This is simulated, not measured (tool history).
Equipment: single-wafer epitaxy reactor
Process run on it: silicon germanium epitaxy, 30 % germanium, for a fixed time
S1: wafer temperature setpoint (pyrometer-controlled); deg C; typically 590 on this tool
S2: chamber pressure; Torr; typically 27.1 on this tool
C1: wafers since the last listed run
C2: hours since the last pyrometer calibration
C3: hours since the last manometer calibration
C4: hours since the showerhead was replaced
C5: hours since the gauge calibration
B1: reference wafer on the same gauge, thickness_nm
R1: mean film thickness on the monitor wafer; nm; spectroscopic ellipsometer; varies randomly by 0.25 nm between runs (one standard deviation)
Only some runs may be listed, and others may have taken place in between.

run 1 hour=0 | S1=590 S2=27.1 | C1=0 C2=1308.5 C3=1531.7 C4=5801.8 C5=64.6 | B1=51.747 | R1=49.707
run 2 hour=65.3 | S1=590 S2=27.1 | C1=794 C2=1373.8 C3=1597 C4=5867.1 C5=129.9 | B1=51.831 | R1=49.363
run 3 hour=133.4 | S1=590 S2=27.1 | C1=828 C2=1441.9 C3=1665.1 C4=5935.2 C5=198 | B1=51.803 | R1=49.32
run 4 hour=175 | S1=601 S2=30.2 | C1=506 C2=1483.5 C3=1706.7 C4=5976.8 C5=239.6 | B1=51.785 | R1=65.443
run 5 hour=200.6 | S1=590 S2=27.1 | C1=311 C2=1509.1 C3=1732.3 C4=6002.4 C5=265.2 | B1=51.948 | R1=49.474
run 6 hour=246 | S1=590 S2=27.1 | C1=552 C2=1554.5 C3=1777.7 C4=6047.8 C5=310.6 | B1=51.847 | R1=49.408
run 7 hour=290.2 | S1=590 S2=27.1 | C1=537 C2=1598.7 C3=1821.9 C4=6092 C5=354.8 | B1=51.87 | R1=49.527
run 8 hour=350.8 | S1=590 S2=27.1 | C1=737 C2=1659.3 C3=1882.5 C4=6152.6 C5=415.4 | B1=51.719 | R1=49.524
run 9 hour=409 | S1=590 S2=27.1 | C1=708 C2=1717.5 C3=1940.7 C4=6210.8 C5=473.6 | B1=51.837 | R1=49.352
run 10 hour=473.8 | S1=590 S2=27.1 | C1=788 C2=1782.3 C3=2005.5 C4=6275.6 C5=538.4 | B1=51.802 | R1=49.039
run 11 hour=533.9 | S1=590 S2=27.1 | C1=731 C2=1842.4 C3=2065.6 C4=6335.7 C5=598.5 | B1=51.733 | R1=49.385
run 12 hour=585.3 | S1=590 S2=31.6 | C1=625 C2=1893.8 C3=2117 C4=6387.1 C5=649.9 | B1=51.88 | R1=52.783
run 13 hour=655.9 | S1=590 S2=31.6 | C1=858 C2=1964.4 C3=2187.6 C4=6457.7 C5=720.5 | B1=51.73 | R1=52.896
run 14 hour=689.4 | S1=590 S2=29.1 | C1=407 C2=1997.9 C3=2221.1 C4=6491.2 C5=754 | B1=51.771 | R1=51.307
run 15 hour=759.8 | S1=590 S2=29.1 | C1=856 C2=2068.3 C3=2291.5 C4=6561.6 C5=824.4 | B1=51.722 | R1=50.591
run 16 hour=799.1 | S1=590 S2=27.1 | C1=478 C2=2107.6 C3=2330.8 C4=6600.9 C5=863.7 | B1=51.874 | R1=49.556
run 17 hour=830.8 | S1=590 S2=27.1 | C1=385 C2=2139.3 C3=2362.5 C4=6632.6 C5=895.4 | B1=51.79 | R1=49.131
run 18 hour=861.5 | S1=590 S2=24.2 | C1=373 C2=2170 C3=2393.2 C4=6663.3 C5=926.1 | B1=51.861 | R1=46.851
run 19 hour=888 | S1=601 S2=31 | C1=322 C2=2196.5 C3=2419.7 C4=6689.8 C5=952.6 | B1=51.677 | R1=65.775
run 20 hour=946.6 | S1=590 S2=27.1 | C1=712 C2=2255.1 C3=2478.3 C4=6748.4 C5=1011.2 | B1=51.836 | R1=49.363
run 21 hour=993 | S1=590 S2=27.1 | C1=564 C2=2301.5 C3=2524.7 C4=6794.8 C5=1057.6 | B1=51.769 | R1=49.407
run 22 hour=1129.4 | S1=590 S2=27.1 | C1=1659 C2=2437.9 C3=2661.1 C4=6931.2 C5=1194 | B1=51.707 | R1=49.524
-- hour=1140.3 pyrometer calibrated
run 23 hour=1183 | S1=590 S2=29.1 | C1=554 C2=42.7 C3=2714.7 C4=6984.8 C5=1247.6 | B1=51.822 | R1=50.799
run 24 hour=1239.4 | S1=598 S2=29.2 | C1=686 C2=99.1 C3=2771.1 C4=7041.2 C5=1304 | B1=51.801 | R1=60.079
run 25 hour=1268.8 | S1=595 S2=27.1 | C1=357 C2=128.5 C3=2800.5 C4=7070.6 C5=1333.4 | B1=51.901 | R1=54.786
-- hour=1270.4 gauge calibrated
run 26 hour=1318.8 | S1=590 S2=33.7 | C1=608 C2=178.5 C3=2850.5 C4=7120.6 C5=48.4 | B1=51.792 | R1=54.238
-- hour=1357.9 showerhead replaced, of another model than before
-- hour=1359.7 capacitance manometer re-zeroed and calibrated
run 27 hour=1360.9 | S1=590 S2=27.1 | C1=393 C2=220.6 C3=1.2 C4=3 C5=90.5 | B1=51.772 | R1=51.48
run 28 hour=1416.6 | S1=590 S2=30.5 | C1=677 C2=276.3 C3=56.9 C4=58.7 C5=146.2 | B1=51.749 | R1=54.954
run 29 hour=1451.5 | S1=590 S2=31.4 | C1=424 C2=311.2 C3=91.8 C4=93.6 C5=181.1 | B1=51.739 | R1=55.833
run 30 hour=1481.8 | S1=594 S2=22.2 | C1=368 C2=341.5 C3=122.1 C4=123.9 C5=211.4 | B1=51.783 | R1=48.569
run 31 hour=1660.3 | S1=590 S2=27.1 | C1=2171 C2=520 C3=300.6 C4=302.4 C5=389.9 | B1=51.848 | R1=50.54
run 32 hour=1700.4 | S1=590 S2=27.1 | C1=487 C2=560.1 C3=340.7 C4=342.5 C5=430 | B1=51.79 | R1=50.284
run 33 hour=1769.3 | S1=585 S2=31.5 | C1=838 C2=629 C3=409.6 C4=411.4 C5=498.9 | B1=51.768 | R1=49.347
run 34 hour=1817.9 | S1=582 S2=22.5 | C1=591 C2=677.6 C3=458.2 C4=460 C5=547.5 | B1=51.756 | R1=37.292
run 35 hour=1844.1 | S1=605 S2=23 | C1=318 C2=703.8 C3=484.4 C4=486.2 C5=573.7 | B1=51.691 | R1=61.044
run 36 hour=1953.4 | S1=579 S2=22.3 | C1=1329 C2=813.1 C3=593.7 C4=595.5 C5=683 | B1=51.761 | R1=34.412

Selected run-to-run steps in R1, each split into two signed amounts: the part the tool would show with no hidden state at all (from settings, incoming material and random variation), and the remainder, which goes to the hidden state together with any gauge scatter not common to the measured and the hidden-state-free results:
Hidden conditions of the tool in this case: wafer temperature above the value expected at the setpoint (K); true pressure above the setpoint (%); gauge reads high (%).
Run 18 -> 19: S1 590 -> 601, S2 24.2 -> 31. R1 +18.924 nm: hidden state -0.63, all else +19.554.
Run 19 -> 20: S1 601 -> 590, S2 31 -> 27.1. R1 -16.412 nm: hidden state +0.535, all else -16.947.
Run 26 -> 27: S2 33.7 -> 27.1, showerhead replaced, of another model than before, capacitance manometer re-zeroed and calibrated. R1 -2.758 nm: hidden state +2.149, all else -4.907.
Run 34 -> 35: S1 582 -> 605, S2 22.5 -> 23. R1 +23.752 nm: hidden state -0.438, all else +24.19.
Run 35 -> 36: S1 605 -> 579, S2 23 -> 22.3. R1 -26.632 nm: hidden state +0.32, all else -26.952.
